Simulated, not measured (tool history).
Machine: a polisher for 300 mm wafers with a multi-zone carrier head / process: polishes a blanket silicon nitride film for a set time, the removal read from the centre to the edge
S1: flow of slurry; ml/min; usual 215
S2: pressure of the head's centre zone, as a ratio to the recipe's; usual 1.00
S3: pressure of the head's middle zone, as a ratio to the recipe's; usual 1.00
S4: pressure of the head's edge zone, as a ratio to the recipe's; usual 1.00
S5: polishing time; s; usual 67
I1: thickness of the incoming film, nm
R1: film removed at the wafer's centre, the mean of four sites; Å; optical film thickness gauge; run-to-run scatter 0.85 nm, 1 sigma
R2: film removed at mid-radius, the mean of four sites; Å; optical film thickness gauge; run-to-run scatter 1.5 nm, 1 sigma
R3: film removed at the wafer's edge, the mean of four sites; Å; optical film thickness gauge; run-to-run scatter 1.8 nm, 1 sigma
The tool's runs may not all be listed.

run 1 hour=0.0 | S1=215 S2=1.00 S3=1.00 S4=1.00 S5=67 | I1=436.8 | R1=1365 R2=1346 R3=1343
run 2 hour=53.7 | S1=215 S2=1.00 S3=1.00 S4=1.00 S5=67 | I1=444.3 | R1=1346 R2=1355 R3=1338
-- hour=133.8 worn pad replaced by a new one
run 3 hour=139.6 | S1=160 S2=1.00 S3=1.00 S4=1.00 S5=67 | I1=444.7 | R1=1252 R2=1247 R3=1302
run 4 hour=197.6 | S1=160 S2=1.00 S3=1.00 S4=1.00 S5=67 | I1=429.9 | R1=1221 R2=1212 R3=1295
run 5 hour=236.9 | S1=215 S2=1.00 S3=1.00 S4=1.08 S5=67 | I1=444.3 | R1=1327 R2=1308 R3=1348
run 6 hour=287.5 | S1=250 S2=1.00 S3=1.00 S4=1.00 S5=67 | I1=444.2 | R1=1351 R2=1310 R3=1352
-- hour=315.8 slurry nozzle cleaned
run 7 hour=352.6 | S1=250 S2=1.00 S3=1.00 S4=1.00 S5=67 | I1=448.0 | R1=1432 R2=1388 R3=1425
run 8 hour=442.0 | S1=215 S2=1.00 S3=1.00 S4=1.00 S5=67 | I1=437.9 | R1=1395 R2=1379 R3=1372
-- hour=513.6 worn pad replaced by a new one
run 9 hour=530.1 | S1=215 S2=1.00 S3=1.00 S4=1.00 S5=67 | I1=438.9 | R1=1385 R2=1336 R3=1348
-- hour=545.6 carrier head's membrane replaced by a new one
-- hour=624.8 edge zone pressure recalibrated
run 10 hour=832.7 | S1=175 S2=0.88 S3=1.00 S4=0.95 S5=67 | I1=436.0 | R1=1116 R2=1275 R3=1236
-- hour=838.7 centre zone pressure recalibrated
run 11 hour=892.8 | S1=215 S2=0.97 S3=1.00 S4=1.00 S5=67 | I1=440.0 | R1=1277 R2=1320 R3=1319
-- hour=899.3 slurry nozzle cleaned
-- hour=920.0 worn pad replaced by a new one
run 12 hour=952.8 | S1=185 S2=1.05 S3=0.90 S4=1.00 S5=45 | I1=436.2 | R1=955 R2=809 R3=885
run 13 hour=1032.3 | S1=240 S2=1.03 S3=1.03 S4=0.91 S5=67 | I1=449.2 | R1=1451 R2=1450 R3=1345
run 14 hour=1106.1 | S1=160 S2=1.00 S3=1.00 S4=0.89 S5=67 | I1=441.0 | R1=1283 R2=1261 R3=1218
run 15 hour=1175.8 | S1=215 S2=1.00 S3=1.00 S4=0.91 S5=67 | I1=439.8 | R1=1357 R2=1355 R3=1313
run 16 hour=1225.3 | S1=215 S2=1.00 S3=1.00 S4=1.00 S5=67 | I1=434.2 | R1=1350 R2=1340 R3=1339
run 17 hour=1285.4 | S1=215 S2=1.09 S3=1.00 S4=1.00 S5=60 | I1=439.0 | R1=1294 R2=1178 R3=1205
run 18 hour=1332.4 | S1=250 S2=1.05 S3=1.00 S4=0.91 S5=76 | I1=436.8 | R1=1621 R2=1527 R3=1492
-- hour=1359.4 worn pad replaced by a new one
run 19 hour=1436.0 | S1=215 S2=1.00 S3=1.00 S4=0.94 S5=67 | I1=439.9 | R1=1311 R2=1289 R3=1296
-- hour=1471.9 slurry nozzle cleaned
run 20 hour=1503.1 | S1=215 S2=1.00 S3=0.91 S4=0.97 S5=73 | I1=437.6 | R1=1526 R2=1422 R3=1497
run 21 hour=1569.3 | S1=215 S2=1.00 S3=1.00 S4=1.00 S5=67 | I1=440.6 | R1=1394 R2=1383 R3=1338
-- hour=1615.3 centre zone pressure recalibrated
run 22 hour=1641.9 | S1=185 S2=1.05 S3=0.90 S4=1.00 S5=45 | I1=441.3 | R1=946 R2=832 R3=912

4 ways to go on from here, each from the tool as it stands after run 22. What would each give?
run A hour=1642.3 | S1=215 S2=1.00 S3=1.00 S4=1.00 S5=82 | I1=439.5 | R1=? R2=? R3=?
run B hour=1642.3 | S1=265 S2=1.00 S3=1.00 S4=1.09 S5=67 | I1=439.5 | R1=? R2=? R3=?
run C hour=1642.3 | S1=285 S2=1.00 S3=1.00 S4=1.00 S5=67 | I1=439.5 | R1=? R2=? R3=?
run D hour=1642.3 | S1=215 S2=0.91 S3=0.94 S4=1.00 S5=77 | I1=439.5 | R1=? R2=? R3=?

run=A R1=1686 R2=1675 R3=1673
run=B R1=1424 R2=1410 R3=1442
run=C R1=1438 R2=1423 R3=1407
run=D R1=1439 R2=1494 R3=1572
Had the tool no hidden state, the same runs would have come out as:
run=A R1=1715 R2=1701 R3=1692
run=B R1=1443 R2=1427 R3=1456
run=C R1=1456 R2=1439 R3=1419
run=D R1=1463 R2=1517 R3=1590

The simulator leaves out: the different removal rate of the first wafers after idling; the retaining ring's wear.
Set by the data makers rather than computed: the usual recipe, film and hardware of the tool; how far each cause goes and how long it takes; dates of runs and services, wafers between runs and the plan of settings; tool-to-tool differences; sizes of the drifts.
